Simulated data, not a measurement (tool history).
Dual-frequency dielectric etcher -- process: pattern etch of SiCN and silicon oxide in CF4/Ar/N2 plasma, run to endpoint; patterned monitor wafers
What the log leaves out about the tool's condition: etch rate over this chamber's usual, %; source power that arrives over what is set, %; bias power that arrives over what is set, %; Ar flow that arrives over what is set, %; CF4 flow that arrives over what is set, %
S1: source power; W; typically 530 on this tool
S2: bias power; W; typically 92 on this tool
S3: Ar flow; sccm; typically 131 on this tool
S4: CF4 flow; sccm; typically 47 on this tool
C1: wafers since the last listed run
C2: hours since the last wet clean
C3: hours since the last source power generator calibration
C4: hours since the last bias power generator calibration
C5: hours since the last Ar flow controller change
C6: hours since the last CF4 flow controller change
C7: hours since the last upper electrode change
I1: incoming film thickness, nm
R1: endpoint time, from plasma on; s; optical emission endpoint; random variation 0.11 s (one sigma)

run 1 day=0.000 | S1=530 S2=92 S3=131 S4=47 | C1=0 C2=89.0 C3=2909.7 C4=3115.2 C5=2215.6 C6=1732.2 C7=3615.8 | I1=15.10 | R1=15.1
run 2 day=1.446 | S1=530 S2=92 S3=131 S4=47 | C1=491 C2=123.7 C3=2944.4 C4=3149.9 C5=2250.3 C6=1766.9 C7=3650.5 | I1=14.91 | R1=14.6
run 3 day=4.383 | S1=530 S2=92 S3=131 S4=55 | C1=997 C2=194.2 C3=3014.9 C4=3220.4 C5=2320.8 C6=1837.4 C7=3721.0 | I1=14.94 | R1=14.3
run 4 day=5.783 | S1=530 S2=92 S3=131 S4=55 | C1=475 C2=227.8 C3=3048.5 C4=3254.0 C5=2354.4 C6=1871.0 C7=3754.6 | I1=14.97 | R1=14.1
run 5 day=8.425 | S1=530 S2=92 S3=131 S4=55 | C1=897 C2=291.2 C3=3111.9 C4=3317.4 C5=2417.8 C6=1934.4 C7=3818.0 | I1=15.00 | R1=14.3
run 6 day=10.854 | S1=530 S2=92 S3=131 S4=47 | C1=824 C2=349.5 C3=3170.2 C4=3375.7 C5=2476.1 C6=1992.7 C7=3876.3 | I1=14.98 | R1=14.4
-- day=13.792 wet clean of the chamber
run 7 day=13.812 | S1=560 S2=92 S3=131 S4=47 | C1=665 C2=0.5 C3=3241.2 C4=3446.7 C5=2547.1 C6=2063.7 C7=3947.3 | I1=15.11 | R1=14.5
-- day=14.538 source power generator calibrated
run 8 day=16.162 | S1=530 S2=92 S3=131 S4=47 | C1=741 C2=56.9 C3=39.0 C4=3503.1 C5=2603.5 C6=2120.1 C7=4003.7 | I1=14.97 | R1=15.1
run 9 day=17.254 | S1=530 S2=92 S3=122 S4=47 | C1=370 C2=83.1 C3=65.2 C4=3529.3 C5=2629.7 C6=2146.3 C7=4029.9 | I1=15.03 | R1=15.0
-- day=18.571 Ar flow controller replaced
run 10 day=19.312 | S1=530 S2=92 S3=122 S4=47 | C1=614 C2=132.5 C3=114.6 C4=3578.7 C5=17.8 C6=2195.7 C7=4079.3 | I1=15.01 | R1=14.7
-- day=20.904 CF4 flow controller replaced
-- day=21.433 upper electrode replaced
run 11 day=21.454 | S1=460 S2=107 S3=122 S4=58 | C1=462 C2=183.9 C3=166.0 C4=3630.1 C5=69.2 C6=13.2 C7=0.5 | I1=15.03 | R1=15.2
run 12 day=22.808 | S1=650 S2=92 S3=120 S4=59 | C1=459 C2=216.4 C3=198.5 C4=3662.6 C5=101.7 C6=45.7 C7=33.0 | I1=14.98 | R1=11.4
run 13 day=24.362 | S1=530 S2=92 S3=110 S4=37 | C1=527 C2=253.7 C3=235.8 C4=3699.9 C5=139.0 C6=83.0 C7=70.3 | I1=14.88 | R1=14.8
-- day=25.725 bias power generator calibrated
run 14 day=26.392 | S1=530 S2=92 S3=131 S4=42 | C1=632 C2=302.4 C3=284.5 C4=16.0 C5=187.7 C6=131.7 C7=119.0 | I1=14.98 | R1=14.9
-- day=28.229 wet clean of the chamber
run 15 day=28.979 | S1=530 S2=92 S3=131 S4=43 | C1=539 C2=18.0 C3=346.6 C4=78.1 C5=249.8 C6=193.8 C7=181.1 | I1=15.01 | R1=15.5
run 16 day=30.229 | S1=530 S2=92 S3=153 S4=47 | C1=424 C2=48.0 C3=376.6 C4=108.1 C5=279.8 C6=223.8 C7=211.1 | I1=15.06 | R1=15.5
run 17 day=32.317 | S1=530 S2=92 S3=131 S4=47 | C1=708 C2=98.1 C3=426.7 C4=158.2 C5=329.9 C6=273.9 C7=261.2 | I1=15.04 | R1=15.3
run 18 day=38.125 | S1=580 S2=92 S3=131 S4=47 | C1=1972 C2=237.5 C3=566.1 C4=297.6 C5=469.3 C6=413.3 C7=400.6 | I1=15.14 | R1=13.7
run 19 day=39.983 | S1=420 S2=113 S3=131 S4=54 | C1=631 C2=282.1 C3=610.7 C4=342.2 C5=513.9 C6=457.9 C7=445.2 | I1=15.20 | R1=16.6
run 20 day=42.767 | S1=530 S2=92 S3=131 S4=47 | C1=945 C2=348.9 C3=677.5 C4=409.0 C5=580.7 C6=524.7 C7=512.0 | I1=14.95 | R1=14.6
-- day=44.533 wet clean of the chamber
run 21 day=45.692 | S1=530 S2=92 S3=131 S4=47 | C1=653 C2=27.8 C3=747.7 C4=479.2 C5=650.9 C6=594.9 C7=582.2 | I1=14.87 | R1=14.9
run 22 day=47.117 | S1=560 S2=92 S3=131 S4=47 | C1=483 C2=62.0 C3=781.9 C4=513.4 C5=685.1 C6=629.1 C7=616.4 | I1=14.98 | R1=14.0
run 23 day=49.392 | S1=530 S2=92 S3=131 S4=47 | C1=772 C2=116.6 C3=836.5 C4=568.0 C5=739.7 C6=683.7 C7=671.0 | I1=15.15 | R1=15.0

Consider 5 possible next runs. They are alternatives, not a sequence: every one starts from the tool as it was left by run 23. What does each give?
run A day=49.408 | S1=460 S2=92 S3=131 S4=47 | C1=5 C2=117.0 C3=836.9 C4=568.4 C5=740.1 C6=684.1 C7=671.4 | I1=14.98 | R1=?
run B day=49.408 | S1=400 S2=105 S3=131 S4=42 | C1=5 C2=117.0 C3=836.9 C4=568.4 C5=740.1 C6=684.1 C7=671.4 | I1=14.98 | R1=?
run C day=49.408 | S1=630 S2=71 S3=102 S4=55 | C1=5 C2=117.0 C3=836.9 C4=568.4 C5=740.1 C6=684.1 C7=671.4 | I1=14.98 | R1=?
run D day=49.408 | S1=530 S2=83 S3=131 S4=47 | C1=5 C2=117.0 C3=836.9 C4=568.4 C5=740.1 C6=684.1 C7=671.4 | I1=14.98 | R1=?
run E day=49.408 | S1=660 S2=80 S3=131 S4=47 | C1=5 C2=117.0 C3=836.9 C4=568.4 C5=740.1 C6=684.1 C7=671.4 | I1=14.98 | R1=?

run=A R1=16.7
run=B R1=18.5
run=C R1=12.7
run=D R1=15.2
run=E R1=12.5
Had the tool no hidden state, the same runs would have come out as:
run=A R1=17.1
run=B R1=19.0
run=C R1=13.1
run=D R1=15.6
run=E R1=12.9

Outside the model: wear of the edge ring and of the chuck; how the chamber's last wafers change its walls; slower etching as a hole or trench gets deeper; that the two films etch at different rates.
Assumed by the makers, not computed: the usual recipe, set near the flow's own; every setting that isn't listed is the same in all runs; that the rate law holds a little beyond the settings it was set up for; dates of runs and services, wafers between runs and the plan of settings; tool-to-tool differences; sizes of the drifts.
